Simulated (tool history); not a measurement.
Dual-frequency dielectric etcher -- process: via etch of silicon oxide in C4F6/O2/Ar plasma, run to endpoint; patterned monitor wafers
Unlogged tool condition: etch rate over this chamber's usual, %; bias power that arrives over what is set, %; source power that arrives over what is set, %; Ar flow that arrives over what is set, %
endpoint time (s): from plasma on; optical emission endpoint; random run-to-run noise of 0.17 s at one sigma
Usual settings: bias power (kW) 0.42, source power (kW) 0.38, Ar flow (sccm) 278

| run | day | bias power (kW) | source power (kW) | Ar flow (sccm) | wafers since the last listed run | hours since the last wet clean | hours since the last bias power generator calibration | hours since the last source power generator calibration | hours since the last Ar flow controller change | hours since the last upper electrode change | incoming incoming film thickness, nm | endpoint time (s) |
|---|---|---|---|---|---|---|---|---|---|---|---|---|
| 1 | 0 | 0.42 | 0.38 | 278 | 0 | 380.8 | 2532.6 | 3455.5 | 2355 | 1897.4 | 105.1 | 21.9 |
|  | 1.792 | wet clean of the chamber |
| 2 | 1.812 | 0.42 | 0.38 | 278 | 290 | 0.5 | 2576.1 | 3499 | 2398.5 | 1940.9 | 104.2 | 22 |
| 3 | 4.154 | 0.42 | 0.31 | 278 | 836 | 56.7 | 2632.3 | 3555.2 | 2454.7 | 1997.1 | 104.3 | 24.9 |
| 4 | 6.817 | 0.42 | 0.38 | 278 | 950 | 120.6 | 2696.2 | 3619.1 | 2518.6 | 2061 | 105.9 | 22.1 |
| 5 | 8.225 | 0.42 | 0.38 | 278 | 502 | 154.4 | 2730 | 3652.9 | 2552.4 | 2094.8 | 105.9 | 22.2 |
| 6 | 11.175 | 0.42 | 0.38 | 278 | 1053 | 225.2 | 2800.8 | 3723.7 | 2623.2 | 2165.6 | 103.3 | 21.4 |
| 7 | 13.738 | 0.42 | 0.38 | 278 | 914 | 286.7 | 2862.3 | 3785.2 | 2684.7 | 2227.1 | 104.9 | 21.7 |
| 8 | 16.483 | 0.42 | 0.38 | 278 | 980 | 352.6 | 2928.2 | 3851.1 | 2750.6 | 2293 | 104.3 | 21.9 |
| 9 | 17.562 | 0.42 | 0.41 | 278 | 385 | 378.5 | 2954.1 | 3877 | 2776.5 | 2318.9 | 105.2 | 20.8 |
| 10 | 19.946 | 0.42 | 0.41 | 278 | 850 | 435.7 | 3011.3 | 3934.2 | 2833.7 | 2376.1 | 104.1 | 20.8 |
|  | 21.029 | wet clean of the chamber |
|  | 22.321 | bias power generator calibrated |
|  | 22.508 | source power generator calibrated |
| 11 | 28.15 | 0.42 | 0.41 | 278 | 2453 | 170.9 | 139.9 | 135.4 | 3030.6 | 2573 | 103.8 | 20.9 |
|  | 29.333 | upper electrode replaced |
|  | 29.833 | Ar flow controller replaced |
| 12 | 30.379 | 0.42 | 0.38 | 278 | 349 | 224.4 | 193.4 | 188.9 | 13.1 | 25.1 | 104.7 | 22.1 |
| 13 | 37.462 | 0.42 | 0.38 | 278 | 2529 | 394.4 | 363.4 | 358.9 | 183.1 | 195.1 | 104.9 | 22 |
|  | 40.008 | wet clean of the chamber |
| 14 | 40.217 | 0.42 | 0.38 | 278 | 626 | 5 | 429.5 | 425 | 249.2 | 261.2 | 104.1 | 21.7 |
| 15 | 42.512 | 0.48 | 0.43 | 244 | 819 | 60.1 | 484.6 | 480.1 | 304.3 | 316.3 | 105.1 | 19.2 |
| 16 | 43.896 | 0.42 | 0.46 | 278 | 493 | 93.3 | 517.8 | 513.3 | 337.5 | 349.5 | 104.2 | 19.8 |
| 17 | 46.067 | 0.42 | 0.38 | 278 | 775 | 145.4 | 569.9 | 565.4 | 389.6 | 401.6 | 105.4 | 21.8 |
| 18 | 47.75 | 0.345 | 0.29 | 278 | 601 | 185.8 | 610.3 | 605.8 | 430 | 442 | 103.9 | 27.8 |
| 19 | 49.083 | 0.351 | 0.32 | 298 | 476 | 217.8 | 642.3 | 637.8 | 462 | 474 | 106.6 | 26.7 |

Predict the results of run 20:
| 20 | 51.242 | 0.42 | 0.41 | 278 | 770 | 269.6 | 694.1 | 689.6 | 513.8 | 525.8 | 105.2 | ? |

For run 20 the tool returned endpoint time (s) 21.
Minus the tool's unlogged condition, the same run would have read endpoint time (s) 21.
